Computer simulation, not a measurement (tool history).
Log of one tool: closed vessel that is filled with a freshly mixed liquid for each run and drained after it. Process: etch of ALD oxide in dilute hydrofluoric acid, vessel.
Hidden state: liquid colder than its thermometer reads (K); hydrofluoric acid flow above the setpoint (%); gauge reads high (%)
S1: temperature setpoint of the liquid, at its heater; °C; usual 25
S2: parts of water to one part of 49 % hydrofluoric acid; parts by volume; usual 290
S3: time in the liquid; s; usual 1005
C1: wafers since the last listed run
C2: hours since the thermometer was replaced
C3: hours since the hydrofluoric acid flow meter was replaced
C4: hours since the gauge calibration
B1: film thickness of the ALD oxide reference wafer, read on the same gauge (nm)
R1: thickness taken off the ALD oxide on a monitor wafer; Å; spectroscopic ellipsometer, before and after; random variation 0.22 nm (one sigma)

run	hour	S1	S2	S3	C1	C2	C3	C4	B1	R1
1	0	25	290	1005	0	565.4	674.5	1162.4	149.98	482.8
2	57	25	290	1005	2478	622.4	731.5	1219.4	149.98	482.1
3	98.9	26	290	1005	1822	664.3	773.4	1261.3	150.01	495.8
4	134.8	25	290	685	1561	700.2	809.3	1297.2	149.99	327.1
5	208.5	25	290	1375	3204	773.9	883	1370.9	149.96	658.1
6	258.2	25	290	1005	2161	823.6	932.7	1420.6	150.02	480.3
7	317.5	25	290	1005	2578	882.9	992	1479.9	150	477.9
8	350.4	25	290	865	1430	915.8	1024.9	1512.8	150.02	413.7
9	404.6	25	290	865	2356	970	1079.1	1567	150	413.4
10	431.2	21.5	205	1005	1156	996.6	1105.7	1593.6	150	650.7
11	463.3	21.5	205	1005	1395	1028.7	1137.8	1625.7	149.99	645.4
12	489.3	25	185	785	1130	1054.7	1163.8	1651.7	149.95	659.1
13	555.2	25	290	1005	2865	1120.6	1229.7	1717.6	150.01	475.9
14	611.3	25	290	1005	2439	1176.7	1285.8	1773.7	150.03	479.3
15	680.3	21.5	290	650	3000	1245.7	1354.8	1842.7	150.01	272
# hour 705.9: thermometer replaced
16	729.9	23	170	1325	2113	24	1404.4	1892.3	149.99	1144.5
17	794.9	25	290	1005	2826	89	1469.4	1957.3	149.99	483.5
18	858.5	28	290	1005	2765	152.6	1533	2020.9	149.99	535.7
19	890.8	28	225	1205	1404	184.9	1565.3	2053.2	150.01	892.5
20	920	28.5	190	1005	1269	214.1	1594.5	2082.4	149.94	933.8
21	976.7	21	360	755	2465	270.8	1651.2	2139.1	150.03	237.5
22	1005.9	25	290	1180	1269	300	1680.4	2168.3	150.03	566.3
23	1063.2	25	290	540	2491	357.3	1737.7	2225.6	150.04	261.2
24	1106.1	25	335	1485	1865	400.2	1780.6	2268.5	149.98	589.9
# hour 1129.7: gauge calibrated
25	1143.5	25	155	1005	1626	437.6	1818	13.8	149.94	1038
26	1198.2	26.5	195	1005	2378	492.3	1872.7	68.5	150.02	837
# hour 1239: hydrofluoric acid flow meter replaced
27	1246	29.5	190	1005	2035	540.1	7	116.3	150.03	965.9
28	1301.4	20.5	225	1515	2409	595.5	62.4	171.7	149.94	844.5
29	1346.7	26.5	290	710	1969	640.8	107.7	217	149.95	358.4
30	1406.5	25	290	1005	2600	700.6	167.5	276.8	149.99	481.6
31	1450.4	25	370	605	1909	744.5	211.4	320.7	150.01	210.5
32	1521.4	25	290	1005	3087	815.5	282.4	391.7	150	479.9
33	1564.7	25	290	1005	1882	858.8	325.7	435	149.98	479.4
34	1621.4	23	410	1005	2465	915.5	382.4	491.7	149.97	281.9

Forecast each of these 4 alternatives for the next run:
A	1622.3	25	335	1005	39	916.4	383.3	492.6	?	?
B	1622.3	27.5	335	1505	39	916.4	383.3	492.6	?	?
C	1622.3	28	200	765	39	916.4	383.3	492.6	?	?
D	1622.3	25	180	1560	39	916.4	383.3	492.6	?	?

run	B1	R1
A	150	398.8
B	150	649
C	150	650.1
D	150	1351.1
Without the tool's hidden state the same runs would have given:
run	R1
A	404.8
B	658.4
C	660.3
D	1373.4

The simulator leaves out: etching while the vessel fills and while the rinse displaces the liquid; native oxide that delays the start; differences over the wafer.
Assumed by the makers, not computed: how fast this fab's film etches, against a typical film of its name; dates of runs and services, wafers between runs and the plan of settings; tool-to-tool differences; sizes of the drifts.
